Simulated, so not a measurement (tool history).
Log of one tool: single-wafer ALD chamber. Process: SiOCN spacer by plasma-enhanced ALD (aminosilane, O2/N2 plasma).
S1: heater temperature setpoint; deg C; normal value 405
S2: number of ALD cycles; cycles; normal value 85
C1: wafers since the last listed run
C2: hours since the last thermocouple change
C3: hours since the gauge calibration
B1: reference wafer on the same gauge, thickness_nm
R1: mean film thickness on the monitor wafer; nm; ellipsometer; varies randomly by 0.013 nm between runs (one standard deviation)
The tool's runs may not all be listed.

{"run": 1, "hour": 0.0, "S1": 395, "S2": 85, "C1": 0, "C2": 1883.9, "C3": 611.8, "B1": 5.875, "R1": 5.123}
{"run": 2, "hour": 43.0, "S1": 395, "S2": 85, "C1": 141, "C2": 1926.9, "C3": 654.8, "B1": 5.872, "R1": 5.114}
{"run": 3, "hour": 86.9, "S1": 395, "S2": 85, "C1": 144, "C2": 1970.8, "C3": 698.7, "B1": 5.866, "R1": 5.14}
{"run": 4, "hour": 128.1, "S1": 405, "S2": 85, "C1": 135, "C2": 2012, "C3": 739.9, "B1": 5.864, "R1": 5.05}
{"run": 5, "hour": 185.4, "S1": 405, "S2": 85, "C1": 188, "C2": 2069.3, "C3": 797.2, "B1": 5.864, "R1": 5.048}
{"run": 6, "hour": 398.2, "S1": 405, "S2": 85, "C1": 699, "C2": 2282.1, "C3": 1010, "B1": 5.86, "R1": 5.067}
{"run": 7, "hour": 434.3, "S1": 405, "S2": 74, "C1": 118, "C2": 2318.2, "C3": 1046.1, "B1": 5.853, "R1": 4.4}
{"hour": 478.4, "done": "gauge calibrated"}
{"run": 8, "hour": 498.7, "S1": 405, "S2": 85, "C1": 211, "C2": 2382.6, "C3": 20.3, "B1": 5.95, "R1": 5.139}
{"run": 9, "hour": 525.4, "S1": 405, "S2": 72, "C1": 87, "C2": 2409.3, "C3": 47, "B1": 5.944, "R1": 4.33}
{"run": 10, "hour": 568.1, "S1": 405, "S2": 85, "C1": 140, "C2": 2452, "C3": 89.7, "B1": 5.938, "R1": 5.129}
{"run": 11, "hour": 613.6, "S1": 405, "S2": 85, "C1": 149, "C2": 2497.5, "C3": 135.2, "B1": 5.919, "R1": 5.106}

Forecast run 12:
{"run": 12, "hour": 678.3, "S1": 405, "S2": 85, "C1": 212, "C2": 2562.2, "C3": 199.9, "B1": "?", "R1": "?"}

{"run 12": {"B1": 5.924, "R1": 5.108}}
If the tool had no hidden condition, the same run with the same run-to-run variation would have returned R1 5.115 nm.
